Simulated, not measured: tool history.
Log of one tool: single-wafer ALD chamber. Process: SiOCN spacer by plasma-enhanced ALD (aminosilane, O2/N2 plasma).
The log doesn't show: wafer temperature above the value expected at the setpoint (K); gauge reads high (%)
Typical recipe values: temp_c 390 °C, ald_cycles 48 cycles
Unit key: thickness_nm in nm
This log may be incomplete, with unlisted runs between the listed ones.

run,hour,temp_c,ald_cycles,wafers since the last listed run,hours since the last thermocouple change,hours since the gauge calibration,"read-back reference wafer on the same gauge, thickness_nm",thickness_nm
1,0,390,48,0,1156,57.3,2.217,2.719
2,19.8,390,48,84,1175.8,77.1,2.22,2.72
3,35.1,390,48,65,1191.1,92.4,2.221,2.721
4,60.6,390,48,109,1216.6,117.9,2.226,2.725
# hour 126.2: thermocouple changed; heater temperature recalibrated
5,130.1,379,48,262,3.9,187.4,2.224,2.738
6,142.5,381,48,53,16.3,199.8,2.227,2.727
7,157.9,381,48,65,31.7,215.2,2.227,2.742
8,178.7,390,48,88,52.5,236,2.229,2.731
9,193.4,397,55,62,67.2,250.7,2.227,3.127
10,209.9,390,39,70,83.7,267.2,2.227,2.226
# hour 211.9: gauge calibrated
11,223.8,390,39,59,97.6,11.9,2.2,2.192
12,245.4,390,48,92,119.2,33.5,2.202,2.708

Forecast run 13:
13,266.6,390,48,90,140.4,54.7,?,?

{"run 13": {"read-back reference wafer on the same gauge, thickness_nm": 2.204, "thickness_nm": 2.713}}
Were there no unlogged condition in the tool, this run, its random variation unchanged, would have produced thickness_nm 2.704 nm.
